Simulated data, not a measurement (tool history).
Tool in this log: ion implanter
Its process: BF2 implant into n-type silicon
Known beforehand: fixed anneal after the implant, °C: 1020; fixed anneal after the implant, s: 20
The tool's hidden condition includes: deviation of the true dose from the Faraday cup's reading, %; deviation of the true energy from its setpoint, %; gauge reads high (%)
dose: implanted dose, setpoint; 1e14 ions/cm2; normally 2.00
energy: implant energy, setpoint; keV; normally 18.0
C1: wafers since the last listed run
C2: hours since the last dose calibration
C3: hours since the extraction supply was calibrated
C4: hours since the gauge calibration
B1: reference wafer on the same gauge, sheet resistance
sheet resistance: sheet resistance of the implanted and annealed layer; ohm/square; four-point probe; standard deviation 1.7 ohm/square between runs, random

run 1 day=0.000 | dose=1.72 energy=18.0 | C1=0 C2=453.7 C3=5166.0 C4=59.0 | B1=559.12 | sheet_resistance=577.97
run 2 day=1.925 | dose=1.72 energy=18.0 | C1=803 C2=499.9 C3=5212.2 C4=105.2 | B1=559.09 | sheet_resistance=576.04
run 3 day=2.433 | dose=2.00 energy=18.0 | C1=212 C2=512.1 C3=5224.4 C4=117.4 | B1=558.91 | sheet_resistance=506.87
run 4 day=2.700 | dose=2.00 energy=18.0 | C1=111 C2=518.5 C3=5230.8 C4=123.8 | B1=559.16 | sheet_resistance=508.10
run 5 day=3.162 | dose=2.00 energy=18.0 | C1=193 C2=529.6 C3=5241.9 C4=134.9 | B1=558.77 | sheet_resistance=507.54
run 6 day=3.712 | dose=2.00 energy=16.0 | C1=229 C2=542.8 C3=5255.1 C4=148.1 | B1=559.23 | sheet_resistance=510.27
-- day=4.179 gauge calibrated
run 7 day=4.296 | dose=2.00 energy=15.5 | C1=243 C2=556.8 C3=5269.1 C4=2.8 | B1=559.13 | sheet_resistance=511.89
run 8 day=4.583 | dose=2.00 energy=18.0 | C1=120 C2=563.7 C3=5276.0 C4=9.7 | B1=559.59 | sheet_resistance=503.67
-- day=5.321 Faraday cup replaced and dose calibrated
run 9 day=5.342 | dose=2.00 energy=18.0 | C1=177 C2=0.5 C3=5294.2 C4=27.9 | B1=558.79 | sheet_resistance=524.03
-- day=6.079 extraction supply calibrated
run 10 day=6.100 | dose=2.00 energy=15.0 | C1=177 C2=18.7 C3=0.5 C4=46.1 | B1=558.71 | sheet_resistance=532.21
run 11 day=6.396 | dose=2.00 energy=15.0 | C1=123 C2=25.8 C3=7.6 C4=53.2 | B1=558.99 | sheet_resistance=531.96
run 12 day=6.967 | dose=2.22 energy=23.5 | C1=238 C2=39.5 C3=21.3 C4=66.9 | B1=559.05 | sheet_resistance=464.85
run 13 day=7.508 | dose=1.53 energy=16.0 | C1=226 C2=52.5 C3=34.3 C4=79.9 | B1=559.32 | sheet_resistance=666.20
run 14 day=7.875 | dose=2.20 energy=18.0 | C1=153 C2=61.3 C3=43.1 C4=88.7 | B1=559.16 | sheet_resistance=477.81
run 15 day=8.196 | dose=2.00 energy=18.0 | C1=133 C2=69.0 C3=50.8 C4=96.4 | B1=558.66 | sheet_resistance=521.73
run 16 day=8.704 | dose=2.31 energy=12.5 | C1=212 C2=81.2 C3=63.0 C4=108.6 | B1=558.94 | sheet_resistance=476.11
run 17 day=9.267 | dose=2.00 energy=18.0 | C1=234 C2=94.7 C3=76.5 C4=122.1 | B1=559.24 | sheet_resistance=514.21
run 18 day=9.583 | dose=1.56 energy=21.5 | C1=132 C2=102.3 C3=84.1 C4=129.7 | B1=558.51 | sheet_resistance=626.98
run 19 day=9.938 | dose=2.16 energy=24.0 | C1=147 C2=110.8 C3=92.6 C4=138.2 | B1=558.93 | sheet_resistance=468.52
run 20 day=10.221 | dose=2.29 energy=23.0 | C1=118 C2=117.6 C3=99.4 C4=145.0 | B1=559.30 | sheet_resistance=449.66
run 21 day=10.583 | dose=2.00 energy=13.0 | C1=151 C2=126.3 C3=108.1 C4=153.7 | B1=558.89 | sheet_resistance=533.09
run 22 day=10.854 | dose=2.00 energy=18.0 | C1=113 C2=132.8 C3=114.6 C4=160.2 | B1=558.63 | sheet_resistance=516.85

What if the next run were any one of these 5? Each begins from the tool's condition after run 22:
run A day=10.871 | dose=2.36 energy=18.0 | C1=6 C2=133.2 C3=115.0 C4=160.6 | B1=? | sheet_resistance=?
run B day=10.871 | dose=1.70 energy=18.0 | C1=6 C2=133.2 C3=115.0 C4=160.6 | B1=? | sheet_resistance=?
run C day=10.871 | dose=2.54 energy=22.5 | C1=6 C2=133.2 C3=115.0 C4=160.6 | B1=? | sheet_resistance=?
run D day=10.871 | dose=2.33 energy=13.5 | C1=6 C2=133.2 C3=115.0 C4=160.6 | B1=? | sheet_resistance=?
run E day=10.871 | dose=2.40 energy=12.0 | C1=6 C2=133.2 C3=115.0 C4=160.6 | B1=? | sheet_resistance=?

run=A B1=558.98 sheet_resistance=446.40
run=B B1=558.98 sheet_resistance=591.95
run=C B1=558.98 sheet_resistance=410.69
run=D B1=558.98 sheet_resistance=465.28
run=E B1=558.98 sheet_resistance=460.61
Without the tool's hidden state the same runs would have given:
run=A sheet_resistance=454.69
run=B sheet_resistance=603.14
run=C sheet_resistance=418.29
run=D sheet_resistance=473.85
run=E sheet_resistance=468.94
